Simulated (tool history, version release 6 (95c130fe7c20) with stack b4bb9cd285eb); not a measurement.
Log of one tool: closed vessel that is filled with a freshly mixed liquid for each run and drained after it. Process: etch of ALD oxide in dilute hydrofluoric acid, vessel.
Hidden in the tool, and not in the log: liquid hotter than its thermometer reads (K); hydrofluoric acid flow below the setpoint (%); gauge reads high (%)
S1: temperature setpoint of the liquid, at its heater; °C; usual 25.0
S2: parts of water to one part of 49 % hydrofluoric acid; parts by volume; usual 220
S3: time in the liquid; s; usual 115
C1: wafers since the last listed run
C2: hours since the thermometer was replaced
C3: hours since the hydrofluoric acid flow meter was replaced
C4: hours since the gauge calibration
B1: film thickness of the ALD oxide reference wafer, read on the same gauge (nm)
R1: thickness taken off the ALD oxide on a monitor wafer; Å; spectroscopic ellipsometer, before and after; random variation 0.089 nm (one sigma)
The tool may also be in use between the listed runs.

run 1 hour=0.0 | S1=23.5 S2=250 S3=115 | C1=0 C2=2869.2 C3=6.8 C4=378.5 | B1=50.00 | R1=73.0
run 2 hour=16.4 | S1=23.5 S2=250 S3=115 | C1=2233 C2=2885.6 C3=23.2 C4=394.9 | B1=49.99 | R1=73.4
run 3 hour=30.9 | S1=25.0 S2=155 S3=115 | C1=1974 C2=2900.1 C3=37.7 C4=409.4 | B1=49.97 | R1=137.8
run 4 hour=39.2 | S1=25.0 S2=155 S3=115 | C1=1130 C2=2908.4 C3=46.0 C4=417.7 | B1=50.00 | R1=139.1
run 5 hour=51.6 | S1=25.0 S2=155 S3=115 | C1=1688 C2=2920.8 C3=58.4 C4=430.1 | B1=49.97 | R1=137.0
run 6 hour=93.7 | S1=25.0 S2=220 S3=115 | C1=5733 C2=2962.9 C3=100.5 C4=472.2 | B1=50.00 | R1=89.7
run 7 hour=108.7 | S1=25.0 S2=220 S3=115 | C1=2042 C2=2977.9 C3=115.5 C4=487.2 | B1=49.99 | R1=90.8
run 8 hour=126.6 | S1=25.0 S2=220 S3=115 | C1=2437 C2=2995.8 C3=133.4 C4=505.1 | B1=50.02 | R1=89.9
-- hour=132.9 thermometer replaced
run 9 hour=137.7 | S1=23.5 S2=290 S3=115 | C1=1375 C2=4.8 C3=144.5 C4=516.2 | B1=50.01 | R1=59.8
-- hour=163.1 gauge calibrated
run 10 hour=182.2 | S1=25.0 S2=285 S3=115 | C1=6060 C2=49.3 C3=189.0 C4=19.1 | B1=49.98 | R1=65.4
run 11 hour=197.2 | S1=29.0 S2=110 S3=60 | C1=2042 C2=64.3 C3=204.0 C4=34.1 | B1=50.02 | R1=124.1
run 12 hour=207.8 | S1=25.0 S2=220 S3=115 | C1=1443 C2=74.9 C3=214.6 C4=44.7 | B1=49.99 | R1=90.5
run 13 hour=215.6 | S1=25.0 S2=220 S3=115 | C1=1062 C2=82.7 C3=222.4 C4=52.5 | B1=50.01 | R1=90.3
run 14 hour=229.6 | S1=25.0 S2=220 S3=115 | C1=1906 C2=96.7 C3=236.4 C4=66.5 | B1=49.98 | R1=89.5
run 15 hour=247.5 | S1=25.0 S2=220 S3=115 | C1=2437 C2=114.6 C3=254.3 C4=84.4 | B1=50.00 | R1=88.5
run 16 hour=259.6 | S1=25.0 S2=220 S3=115 | C1=1647 C2=126.7 C3=266.4 C4=96.5 | B1=50.02 | R1=88.9
run 17 hour=270.6 | S1=23.0 S2=220 S3=115 | C1=1498 C2=137.7 C3=277.4 C4=107.5 | B1=49.99 | R1=82.6
run 18 hour=285.4 | S1=23.5 S2=220 S3=115 | C1=2015 C2=152.5 C3=292.2 C4=122.3 | B1=49.95 | R1=84.5
run 19 hour=303.1 | S1=20.5 S2=220 S3=175 | C1=2410 C2=170.2 C3=309.9 C4=140.0 | B1=50.01 | R1=115.5
run 20 hour=316.1 | S1=25.0 S2=220 S3=115 | C1=1770 C2=183.2 C3=322.9 C4=153.0 | B1=49.95 | R1=88.0
run 21 hour=330.8 | S1=25.0 S2=140 S3=60 | C1=2002 C2=197.9 C3=337.6 C4=167.7 | B1=49.97 | R1=81.2
run 22 hour=343.9 | S1=25.0 S2=220 S3=115 | C1=1784 C2=211.0 C3=350.7 C4=180.8 | B1=50.01 | R1=87.5
run 23 hour=350.3 | S1=25.0 S2=220 S3=165 | C1=871 C2=217.4 C3=357.1 C4=187.2 | B1=50.02 | R1=130.0
run 24 hour=361.6 | S1=29.0 S2=290 S3=55 | C1=1538 C2=228.7 C3=368.4 C4=198.5 | B1=50.01 | R1=34.0
run 25 hour=379.1 | S1=25.0 S2=175 S3=90 | C1=2383 C2=246.2 C3=385.9 C4=216.0 | B1=49.98 | R1=91.6
run 26 hour=385.9 | S1=20.5 S2=220 S3=80 | C1=926 C2=253.0 C3=392.7 C4=222.8 | B1=49.98 | R1=52.4
run 27 hour=403.0 | S1=29.5 S2=270 S3=175 | C1=2328 C2=270.1 C3=409.8 C4=239.9 | B1=50.00 | R1=120.3
run 28 hour=431.2 | S1=25.0 S2=120 S3=115 | C1=3840 C2=298.3 C3=438.0 C4=268.1 | B1=50.01 | R1=182.1
run 29 hour=447.6 | S1=22.0 S2=185 S3=115 | C1=2233 C2=314.7 C3=454.4 C4=284.5 | B1=50.02 | R1=98.2
run 30 hour=460.6 | S1=26.5 S2=280 S3=60 | C1=1770 C2=327.7 C3=467.4 C4=297.5 | B1=49.99 | R1=35.9
run 31 hour=469.0 | S1=25.0 S2=220 S3=115 | C1=1144 C2=336.1 C3=475.8 C4=305.9 | B1=49.99 | R1=88.7
run 32 hour=481.6 | S1=22.0 S2=115 S3=50 | C1=1716 C2=348.7 C3=488.4 C4=318.5 | B1=50.00 | R1=73.3
run 33 hour=491.8 | S1=26.5 S2=260 S3=115 | C1=1389 C2=358.9 C3=498.6 C4=328.7 | B1=49.99 | R1=74.3

What the log doesn't show, run by run:
liquid hotter than its thermometer reads (K): 0 in every run
gauge reads high (%): 0 in every run
H1: hydrofluoric acid flow below the setpoint (%)
run=1 H1=0.514
run=2 H1=0.601
run=3 H1=0.677
run=4 H1=0.721
run=5 H1=0.786
run=6 H1=1.01
run=7 H1=1.09
run=8 H1=1.18
run=9 H1=1.24
run=10 H1=1.47
run=11 H1=1.55
run=12 H1=1.61
run=13 H1=1.65
run=14 H1=1.72
run=15 H1=1.82
run=16 H1=1.88
run=17 H1=1.94
run=18 H1=2.02
run=19 H1=2.11
run=20 H1=2.18
run=21 H1=2.25
run=22 H1=2.32
run=23 H1=2.36
run=24 H1=2.42
run=25 H1=2.51
run=26 H1=2.54
run=27 H1=2.63
run=28 H1=2.78
run=29 H1=2.87
run=30 H1=2.94
run=31 H1=2.98
run=32 H1=3.05
run=33 H1=3.1
